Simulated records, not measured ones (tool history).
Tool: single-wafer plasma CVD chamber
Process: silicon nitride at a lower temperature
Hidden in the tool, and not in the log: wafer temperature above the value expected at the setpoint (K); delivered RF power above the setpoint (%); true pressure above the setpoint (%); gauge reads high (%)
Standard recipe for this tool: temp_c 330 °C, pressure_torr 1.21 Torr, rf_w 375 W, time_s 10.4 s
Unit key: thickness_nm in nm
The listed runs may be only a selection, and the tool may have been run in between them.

| run | day | temp_c | pressure_torr | rf_w | time_s | wafers since the last listed run | hours since the last thermocouple change | hours since the last RF generator calibration | hours since the last manometer calibration | hours since the showerhead was replaced | hours since the gauge calibration | read-back reference wafer on the same gauge, thickness_nm | thickness_nm |
|---|---|---|---|---|---|---|---|---|---|---|---|---|---|
| 1 | 0 | 330 | 1.21 | 375 | 10.4 | 0 | 1857.7 | 1024.4 | 309.2 | 7887.3 | 195 | 16.421 | 14.497 |
| 2 | 3.146 | 330 | 1.21 | 375 | 10.4 | 2427 | 1933.2 | 1099.9 | 384.7 | 7962.8 | 270.5 | 16.392 | 14.465 |
| 3 | 5.312 | 330 | 1.21 | 375 | 10.4 | 1672 | 1985.2 | 1151.9 | 436.7 | 8014.8 | 322.5 | 16.442 | 14.411 |
| 4 | 8.792 | 330 | 1.21 | 375 | 10.4 | 2685 | 2068.7 | 1235.4 | 520.2 | 8098.3 | 406 | 16.433 | 14.425 |
| 5 | 11.425 | 330 | 1.21 | 375 | 10.4 | 2032 | 2131.9 | 1298.6 | 583.4 | 8161.5 | 469.2 | 16.436 | 14.291 |
|  | 14.588 | showerhead replaced |
| 6 | 15.783 | 341 | 1.21 | 375 | 10.4 | 3106 | 2236.5 | 1403.2 | 688 | 28.7 | 573.8 | 16.374 | 14.235 |
|  | 18.029 | RF generator calibrated |
| 7 | 18.271 | 341 | 1.21 | 375 | 10.4 | 1662 | 2296.2 | 5.8 | 747.7 | 88.4 | 633.5 | 16.403 | 14.452 |
|  | 18.888 | gauge calibrated |
| 8 | 21.458 | 330 | 1.21 | 375 | 10.4 | 2459 | 2372.7 | 82.3 | 824.2 | 164.9 | 61.7 | 16.412 | 14.428 |
|  | 22.417 | capacitance manometer re-zeroed and calibrated |
| 9 | 24.396 | 340 | 1.21 | 375 | 10.4 | 2009 | 2443.2 | 152.8 | 47.5 | 235.4 | 132.2 | 16.446 | 14.366 |
| 10 | 26.446 | 330 | 1.21 | 375 | 10.4 | 1582 | 2492.4 | 202 | 96.7 | 284.6 | 181.4 | 16.374 | 14.346 |
|  | 27.946 | thermocouple changed; heater temperature recalibrated |
| 11 | 29.588 | 330 | 1.38 | 425 | 10.4 | 2167 | 39.4 | 277.4 | 172.1 | 360 | 256.8 | 16.369 | 15.858 |
| 12 | 32.471 | 317 | 1.49 | 345 | 11.9 | 2225 | 108.6 | 346.6 | 241.3 | 429.2 | 326 | 16.365 | 17.232 |
| 13 | 35.562 | 330 | 1.21 | 375 | 10.4 | 2386 | 182.8 | 420.8 | 315.5 | 503.4 | 400.2 | 16.396 | 14.335 |
| 14 | 38.454 | 330 | 1.21 | 375 | 10.4 | 2231 | 252.2 | 490.2 | 384.9 | 572.8 | 469.6 | 16.375 | 14.418 |
| 15 | 40.212 | 316 | 1.34 | 435 | 12.3 | 1357 | 294.4 | 532.4 | 427.1 | 615 | 511.8 | 16.417 | 19.009 |
| 16 | 42.483 | 342 | 1.39 | 375 | 9.2 | 1752 | 348.9 | 586.9 | 481.6 | 669.5 | 566.3 | 16.391 | 13.316 |
| 17 | 44.392 | 330 | 1.21 | 445 | 10.4 | 1472 | 394.7 | 632.7 | 527.4 | 715.3 | 612.1 | 16.378 | 15.482 |

Predict each of these 5 candidate next runs independently; none follows another, all start after run 17:
| A | 44.408 | 330 | 1.21 | 375 | 10.4 | 12 | 395.1 | 633.1 | 527.8 | 715.7 | 612.5 | ? | ? |
| B | 44.408 | 330 | 1.21 | 300 | 10.4 | 12 | 395.1 | 633.1 | 527.8 | 715.7 | 612.5 | ? | ? |
| C | 44.408 | 343 | 1.44 | 355 | 10.4 | 12 | 395.1 | 633.1 | 527.8 | 715.7 | 612.5 | ? | ? |
| D | 44.408 | 317 | 1.51 | 375 | 10.4 | 12 | 395.1 | 633.1 | 527.8 | 715.7 | 612.5 | ? | ? |
| E | 44.408 | 318 | 1.21 | 375 | 9.4 | 12 | 395.1 | 633.1 | 527.8 | 715.7 | 612.5 | ? | ? |

| run | read-back reference wafer on the same gauge, thickness_nm | thickness_nm |
|---|---|---|
| A | 16.428 | 14.34 |
| B | 16.428 | 13.051 |
| C | 16.428 | 14.755 |
| D | 16.428 | 15.457 |
| E | 16.428 | 13.011 |
With the hidden condition removed and each run's random variation left untouched, the same runs would have given:
| run | thickness_nm |
|---|---|
| A | 14.34 |
| B | 13.051 |
| C | 14.755 |
| D | 15.457 |
| E | 13.011 |
